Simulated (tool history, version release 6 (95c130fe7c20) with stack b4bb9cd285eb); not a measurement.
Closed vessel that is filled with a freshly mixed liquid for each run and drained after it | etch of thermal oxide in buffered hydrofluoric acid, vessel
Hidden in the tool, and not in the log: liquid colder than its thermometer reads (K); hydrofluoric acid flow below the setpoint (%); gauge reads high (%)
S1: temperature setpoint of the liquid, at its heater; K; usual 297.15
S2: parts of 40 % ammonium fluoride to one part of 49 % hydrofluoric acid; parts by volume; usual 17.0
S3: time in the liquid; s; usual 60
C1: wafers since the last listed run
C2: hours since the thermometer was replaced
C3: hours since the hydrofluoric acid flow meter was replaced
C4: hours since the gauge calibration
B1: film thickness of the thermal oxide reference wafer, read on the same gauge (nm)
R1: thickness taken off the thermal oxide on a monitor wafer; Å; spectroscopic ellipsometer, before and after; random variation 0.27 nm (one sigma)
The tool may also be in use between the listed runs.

| run | day | S1 | S2 | S3 | C1 | C2 | C3 | C4 | B1 | R1 |
|---|---|---|---|---|---|---|---|---|---|---|
| 1 | 0.000 | 299.65 | 17.0 | 60 | 0 | 1926.7 | 1315.9 | 0.2 | 39.98 | 416.5 |
| 2 | 1.612 | 299.65 | 17.0 | 60 | 4716 | 1965.4 | 1354.6 | 38.9 | 39.98 | 419.2 |
| 3 | 2.358 | 297.15 | 17.0 | 60 | 2181 | 1983.3 | 1372.5 | 56.8 | 40.01 | 364.1 |
| 4 | 3.088 | 297.15 | 17.0 | 60 | 2132 | 2000.8 | 1390.0 | 74.3 | 40.01 | 365.8 |
| 5 | 3.662 | 297.15 | 17.0 | 60 | 1681 | 2014.6 | 1403.8 | 88.1 | 40.01 | 363.4 |
| 6 | 4.358 | 300.65 | 17.0 | 60 | 2035 | 2031.3 | 1420.5 | 104.8 | 39.97 | 440.2 |
| 7 | 5.038 | 300.65 | 17.0 | 60 | 1986 | 2047.6 | 1436.8 | 121.1 | 39.98 | 440.4 |
| 8 | 5.496 | 297.15 | 17.0 | 70 | 1340 | 2058.6 | 1447.8 | 132.1 | 40.00 | 425.0 |
| 9 | 6.046 | 295.15 | 17.0 | 60 | 1608 | 2071.8 | 1461.0 | 145.3 | 39.99 | 323.9 |
| 10 | 6.438 | 297.15 | 17.0 | 60 | 1145 | 2081.2 | 1470.4 | 154.7 | 40.00 | 360.8 |
| 11 | 6.733 | 294.15 | 17.0 | 50 | 865 | 2088.3 | 1477.5 | 161.8 | 40.01 | 253.6 |
| 12 | 7.358 | 294.15 | 13.5 | 60 | 1828 | 2103.3 | 1492.5 | 176.8 | 40.01 | 383.2 |
|  | 8.858 | thermometer replaced |
| 13 | 9.150 | 299.15 | 22.0 | 60 | 5118 | 7.0 | 1535.5 | 219.8 | 40.01 | 374.5 |
|  | 10.171 | hydrofluoric acid flow meter replaced |
| 14 | 11.167 | 297.15 | 17.0 | 70 | 5776 | 55.4 | 23.9 | 268.2 | 39.99 | 486.2 |
|  | 12.804 | gauge calibrated |
| 15 | 12.929 | 293.15 | 22.0 | 80 | 5155 | 97.7 | 66.2 | 3.0 | 39.96 | 355.6 |
| 16 | 13.450 | 297.15 | 17.0 | 60 | 1523 | 110.2 | 78.7 | 15.5 | 40.00 | 415.9 |
| 17 | 14.025 | 297.15 | 17.0 | 60 | 1681 | 124.0 | 92.5 | 29.3 | 40.02 | 415.7 |
| 18 | 14.654 | 293.15 | 19.0 | 85 | 1840 | 139.1 | 107.6 | 44.4 | 40.01 | 421.9 |

Forecast run 19:
| 19 | 14.912 | 300.15 | 10.5 | 45 | 755 | 145.3 | 113.8 | 50.6 | ? | ? |

B1: 39.99
R1: 592.8 Å
Without the tool's hidden state the same run would have given R1 607.6 Å.
